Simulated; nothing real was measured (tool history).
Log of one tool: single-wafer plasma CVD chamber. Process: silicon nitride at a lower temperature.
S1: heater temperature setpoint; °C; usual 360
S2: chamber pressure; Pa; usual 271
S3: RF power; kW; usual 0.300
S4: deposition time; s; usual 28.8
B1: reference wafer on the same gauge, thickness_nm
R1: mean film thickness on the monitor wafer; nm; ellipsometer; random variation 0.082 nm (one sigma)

Run 1, hour 0.0: usual settings; B1 41.091. Result: R1 38.305 nm.
Run 2, hour 21.7: usual settings; B1 41.085. Result: R1 38.182 nm.
Run 3, hour 44.7: usual settings; B1 41.094. Result: R1 38.262 nm.
Run 4, hour 66.2: usual settings; B1 41.106. Result: R1 38.160 nm.
Run 5, hour 95.2: usual settings; B1 41.106. Result: R1 38.111 nm.
Run 6, hour 111.1: usual settings; B1 41.098. Result: R1 38.230 nm.
Run 7, hour 144.1: usual settings but S2 308 Pa; B1 41.081. Result: R1 39.384 nm.
Run 8, hour 158.1: usual settings but S2 308 Pa; B1 41.097. Result: R1 39.402 nm.
At hour 173.4: RF generator calibrated.
Run 9, hour 173.9: usual settings; B1 41.090. Result: R1 37.489 nm.
Run 10, hour 188.1: usual settings; B1 41.112. Result: R1 37.542 nm.
Run 11, hour 202.9: usual settings but S4 25.8 s; B1 41.114. Result: R1 33.573 nm.
Run 12, hour 217.1: usual settings; B1 41.116. Result: R1 37.530 nm.
At hour 235.8: RF generator calibrated, repeated, since the last time left the tool worse.
Run 13, hour 247.9: usual settings but S1 355 °C; B1 41.105. Result: R1 39.215 nm.
Run 14, hour 260.9: usual settings but S1 355 °C, S2 223 Pa, S3 0.350 kW; B1 41.084. Result: R1 39.607 nm.
At hour 331.0: capacitance manometer re-zeroed and calibrated.
At hour 336.0: gauge calibrated.
At hour 354.5: thermocouple changed; heater temperature recalibrated.
Run 15, hour 367.9: usual settings; B1 41.113. Result: R1 39.220 nm.
At hour 389.1: showerhead replaced.
Run 16, hour 389.6: usual settings but S2 317 Pa; B1 41.103. Result: R1 40.936 nm.
Run 17, hour 400.0: usual settings but S2 315 Pa, S3 0.320 kW, S4 33.3 s; B1 41.096. Result: R1 48.291 nm.
Run 18, hour 423.8: usual settings but S2 219 Pa; B1 41.124. Result: R1 36.870 nm.
Run 19, hour 442.7: usual settings but S1 350 °C, S4 24.1 s; B1 41.120. Result: R1 32.838 nm.
Run 20, hour 455.1: usual settings but S4 25.8 s; B1 41.118. Result: R1 35.086 nm.
Run 21, hour 491.0: usual settings but S1 349 °C, S2 325 Pa, S3 0.265 kW, S4 25.1 s; B1 41.099. Result: R1 34.181 nm.

What the log doesn't show, run by run:
wafer temperature above the value expected at the setpoint (K): 0 in every run
true pressure above the setpoint (%): 0 in every run
gauge reads high (%): 0 in every run
H1: delivered RF power above the setpoint (%)
run      H1
  1   -5.74
  2   -5.89
  3   -6.06
  4   -6.21
  5   -6.43
  6   -6.55
  7    -6.8
  8   -6.91
  9   -10.4
 10   -10.4
 11   -10.4
 12   -10.4
 13  -0.328
 14   -0.33
 15  -0.375
 16  -0.392
 17  -0.401
 18  -0.424
 19  -0.444
 20  -0.458
 21  -0.504

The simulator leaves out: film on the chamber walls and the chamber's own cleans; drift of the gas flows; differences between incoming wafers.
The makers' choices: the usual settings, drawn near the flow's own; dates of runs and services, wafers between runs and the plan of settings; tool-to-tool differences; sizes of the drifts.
